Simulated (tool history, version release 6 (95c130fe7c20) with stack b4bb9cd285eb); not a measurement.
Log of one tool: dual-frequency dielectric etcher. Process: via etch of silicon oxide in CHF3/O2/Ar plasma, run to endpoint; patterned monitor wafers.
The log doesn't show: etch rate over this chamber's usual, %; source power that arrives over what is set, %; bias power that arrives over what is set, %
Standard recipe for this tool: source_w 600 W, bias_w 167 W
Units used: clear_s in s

run     day  source_w  bias_w  wafers since the last listed run  hours since the last wet clean  hours since the last source power generator calibration  hours since the last bias power generator calibration  hours since the last upper electrode change  incoming incoming film thickness, nm  clear_s
  1   0.000       600     167                                 0                           437.4                                                   1442.8                                                 3654.9                                       2406.6                                 504.6    220.5
      0.383  -- bias power generator calibrated
  2   1.962       660     167                               205                           484.5                                                   1489.9                                                   37.9                                       2453.7                                 506.5    211.2
  3   3.392       660     186                               163                           518.8                                                   1524.2                                                   72.2                                       2488.0                                 503.3    202.0
      4.542  -- wet clean of the chamber
  4   4.562       600     167                                19                             0.5                                                   1552.3                                                  100.3                                       2516.1                                 505.8    242.2
  5   6.771       710     167                               253                            53.5                                                   1605.3                                                  153.3                                       2569.1                                 500.9    223.8
  6   7.954       710     167                               135                            81.9                                                   1633.7                                                  181.7                                       2597.5                                 501.4    224.1
  7   9.392       710     167                               164                           116.4                                                   1668.2                                                  216.2                                       2632.0                                 510.6    226.7
  8  11.821       600     167                               278                           174.7                                                   1726.5                                                  274.5                                       2690.3                                 503.7    239.0
  9  13.592       600     167                               202                           217.2                                                   1769.0                                                  317.0                                       2732.8                                 508.4    236.5
 10  15.983       600     167                               274                           274.6                                                   1826.4                                                  374.4                                       2790.2                                 502.8    238.0
     18.096  -- wet clean of the chamber, repeated, since the last time left the tool worse
 11  18.117       500     154                               129                             0.5                                                   1877.6                                                  425.6                                       2841.4                                 511.4    257.8
 12  20.717       600     167                               298                            62.9                                                   1940.0                                                  488.0                                       2903.8                                 505.4    226.3
 13  21.875       600     154                               132                            90.7                                                   1967.8                                                  515.8                                       2931.6                                 503.8    229.5
     23.208  -- source power generator calibrated
 14  23.425       720     136                               158                           127.9                                                      5.2                                                  553.0                                       2968.8                                 508.6    223.1
 15  24.812       670     167                               159                           161.2                                                     38.5                                                  586.3                                       3002.1                                 506.4    213.4
 16  27.750       520     140                               336                           231.7                                                    109.0                                                  656.8                                       3072.6                                 505.8    252.8
 17  29.546       600     167                               205                           274.8                                                    152.1                                                  699.9                                       3115.7                                 506.8    222.1
 18  30.667       710     167                               128                           301.7                                                    179.0                                                  726.8                                       3142.6                                 504.3    206.4
 19  32.367       520     167                               194                           342.5                                                    219.8                                                  767.6                                       3183.4                                 504.8    236.1
 20  34.579       540     135                               253                           395.6                                                    272.9                                                  820.7                                       3236.5                                 504.9    248.6
 21  36.958       450     187                               272                           452.7                                                    330.0                                                  877.8                                       3293.6                                 504.6    242.6
     40.521  -- wet clean of the chamber
 22  40.542       600     167                               296                             0.5                                                    416.0                                                  963.8                                       3379.6                                 507.3    227.2
 23  42.512       640     188                               225                            47.8                                                    463.3                                                 1011.1                                       3426.9                                 507.3    213.3
 24  43.525       670     148                               116                            72.1                                                    487.6                                                 1035.4                                       3451.2                                 503.8    219.6
 25  46.183       740     134                               304                           135.9                                                    551.4                                                 1099.2                                       3515.0                                 508.3    221.0
     48.558  -- upper electrode replaced
 26  48.696       700     140                               173                           196.2                                                    611.7                                                 1159.5                                          3.3                                 506.9    220.9
 27  50.625       600     202                               221                           242.5                                                    658.0                                                 1205.8                                         49.6                                 503.1    208.0
 28  58.408       690     154                               892                           429.3                                                    844.8                                                 1392.6                                        236.4                                 505.0    210.4
 29  59.533       500     155                               128                           456.3                                                    871.8                                                 1419.6                                        263.4                                 510.3    243.9
     61.112  -- wet clean of the chamber
 30  62.333       530     187                               206                            29.3                                                    939.0                                                 1486.8                                        330.6                                 507.4    232.1
 31  64.438       650     154                               241                            79.8                                                    989.5                                                 1537.3                                        381.1                                 512.0    228.1
 32  65.592       600     136                               132                           107.5                                                   1017.2                                                 1565.0                                        408.8                                 506.5    242.8
 33  68.221       740     144                               301                           170.6                                                   1080.3                                                 1628.1                                        471.9                                 502.3    215.0
 34  70.121       710     194                               217                           216.2                                                   1125.9                                                 1673.7                                        517.5                                 505.8    197.0

Across each entry between runs, compare the hidden state at the last listed run before it with the hidden state at the first listed run after it:
Between runs 1 and 2: bias power generator calibrated (day 0.383)
  etch rate over this chamber's usual, %: 3.14 -> 3.48
  difference, measured minus the result without the unlogged condition, clear_s: -7.0 -> -7.4 s
Between runs 3 and 4: wet clean of the chamber (day 4.542)
  etch rate over this chamber's usual, %: 3.73 -> -6.91
  difference, measured minus the result without the unlogged condition, clear_s: -7.6 -> +16.7 s
Between runs 10 and 11: wet clean of the chamber, repeated, since the last time left the tool worse (day 18.096)
  etch rate over this chamber's usual, %: -4.91 -> -0.248
  difference, measured minus the result without the unlogged condition, clear_s: +11.7 -> +0.7 s
Between runs 13 and 14: source power generator calibrated (day 23.208)
  etch rate over this chamber's usual, %: 0.413 -> 0.685
  difference, measured minus the result without the unlogged condition, clear_s: -0.9 -> -1.5 s
Between runs 21 and 22: wet clean of the chamber (day 40.521)
  etch rate over this chamber's usual, %: 3.06 -> 0.129
  difference, measured minus the result without the unlogged condition, clear_s: -7.5 -> -0.3 s
Between runs 25 and 26: upper electrode replaced (day 48.558)
  etch rate over this chamber's usual, %: 1.12 -> 1.56
  difference, measured minus the result without the unlogged condition, clear_s: -2.5 -> -3.4 s
Between runs 29 and 30: wet clean of the chamber (day 61.112)
  etch rate over this chamber's usual, %: 3.47 -> -0.223
  difference, measured minus the result without the unlogged condition, clear_s: -8.4 -> +0.5 s
